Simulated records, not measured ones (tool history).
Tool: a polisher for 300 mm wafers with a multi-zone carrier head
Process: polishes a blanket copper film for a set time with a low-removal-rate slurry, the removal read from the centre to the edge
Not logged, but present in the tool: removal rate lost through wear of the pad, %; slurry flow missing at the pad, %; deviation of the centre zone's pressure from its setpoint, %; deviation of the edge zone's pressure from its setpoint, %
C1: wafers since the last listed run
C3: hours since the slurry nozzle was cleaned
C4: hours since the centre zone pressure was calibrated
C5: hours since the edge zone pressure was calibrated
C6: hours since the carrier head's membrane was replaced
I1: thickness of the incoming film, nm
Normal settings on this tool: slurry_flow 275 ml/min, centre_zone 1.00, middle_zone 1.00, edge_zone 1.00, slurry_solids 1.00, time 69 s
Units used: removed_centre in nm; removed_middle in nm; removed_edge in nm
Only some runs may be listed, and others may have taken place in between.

run 1 hour=0.0 | slurry_flow=275 centre_zone=1.00 middle_zone=1.00 edge_zone=1.00 slurry_solids=1.05 time=69 | C1=0 wafers_polished_on_this_pad=1116 C3=737.0 C4=363.7 C5=1267.3 C6=451.3 | I1=976.5 | removed_centre=141.6 removed_middle=133.2 removed_edge=127.8
-- hour=8.2 worn pad replaced by a new one
run 2 hour=8.7 | slurry_flow=275 centre_zone=1.00 middle_zone=1.00 edge_zone=1.00 slurry_solids=1.05 time=69 | C1=27 wafers_polished_on_this_pad=3 C3=745.7 C4=372.4 C5=1276.0 C6=460.0 | I1=974.9 | removed_centre=144.4 removed_middle=132.0 removed_edge=126.2
run 3 hour=21.7 | slurry_flow=275 centre_zone=1.00 middle_zone=1.00 edge_zone=1.00 slurry_solids=1.00 time=69 | C1=75 wafers_polished_on_this_pad=79 C3=758.7 C4=385.4 C5=1289.0 C6=473.0 | I1=954.1 | removed_centre=141.2 removed_middle=131.8 removed_edge=128.5
run 4 hour=30.9 | slurry_flow=275 centre_zone=1.00 middle_zone=1.00 edge_zone=1.00 slurry_solids=1.00 time=69 | C1=53 wafers_polished_on_this_pad=132 C3=767.9 C4=394.6 C5=1298.2 C6=482.2 | I1=969.4 | removed_centre=145.2 removed_middle=131.7 removed_edge=127.1
run 5 hour=41.4 | slurry_flow=275 centre_zone=1.00 middle_zone=1.00 edge_zone=1.00 slurry_solids=1.00 time=69 | C1=61 wafers_polished_on_this_pad=194 C3=778.4 C4=405.1 C5=1308.7 C6=492.7 | I1=963.1 | removed_centre=144.2 removed_middle=132.1 removed_edge=127.4
run 6 hour=50.0 | slurry_flow=275 centre_zone=1.00 middle_zone=1.00 edge_zone=1.00 slurry_solids=1.00 time=69 | C1=50 wafers_polished_on_this_pad=244 C3=787.0 C4=413.7 C5=1317.3 C6=501.3 | I1=981.4 | removed_centre=146.1 removed_middle=131.3 removed_edge=127.5
-- hour=54.5 centre zone pressure recalibrated
run 7 hour=63.0 | slurry_flow=275 centre_zone=1.00 middle_zone=1.00 edge_zone=1.10 slurry_solids=0.85 time=69 | C1=64 wafers_polished_on_this_pad=308 C3=800.0 C4=8.5 C5=1330.3 C6=514.3 | I1=976.5 | removed_centre=109.3 removed_middle=129.7 removed_edge=127.3
-- hour=76.4 carrier head's membrane replaced by a new one
run 8 hour=76.9 | slurry_flow=275 centre_zone=1.00 middle_zone=1.00 edge_zone=1.00 slurry_solids=1.00 time=69 | C1=51 wafers_polished_on_this_pad=360 C3=813.9 C4=22.4 C5=1344.2 C6=0.5 | I1=970.4 | removed_centre=111.0 removed_middle=133.2 removed_edge=125.2
-- hour=87.7 slurry nozzle cleaned
run 9 hour=91.0 | slurry_flow=275 centre_zone=1.07 middle_zone=1.00 edge_zone=1.00 slurry_solids=1.00 time=69 | C1=76 wafers_polished_on_this_pad=437 C3=3.3 C4=36.5 C5=1358.3 C6=14.6 | I1=972.9 | removed_centre=121.2 removed_middle=132.4 removed_edge=125.2
run 10 hour=99.8 | slurry_flow=250 centre_zone=1.00 middle_zone=1.00 edge_zone=1.00 slurry_solids=0.90 time=85 | C1=51 wafers_polished_on_this_pad=488 C3=12.1 C4=45.3 C5=1367.1 C6=23.4 | I1=960.2 | removed_centre=135.0 removed_middle=156.0 removed_edge=152.4

Predict the results of run 11:
run 11 hour=117.0 | slurry_flow=275 centre_zone=1.00 middle_zone=1.08 edge_zone=1.09 slurry_solids=1.15 time=69 | C1=100 wafers_polished_on_this_pad=588 C3=29.3 C4=62.5 C5=1384.3 C6=40.6 | I1=964.4 | removed_centre=? removed_middle=? removed_edge=?

{"run 11": {"removed_centre": 115.4, "removed_middle": 144.4, "removed_edge": 133.3}}
With the hidden condition absent and the run-to-run variation left alone, this run would have shown removed_centre 135.1 nm, removed_middle 144.3 nm, removed_edge 133.3 nm.
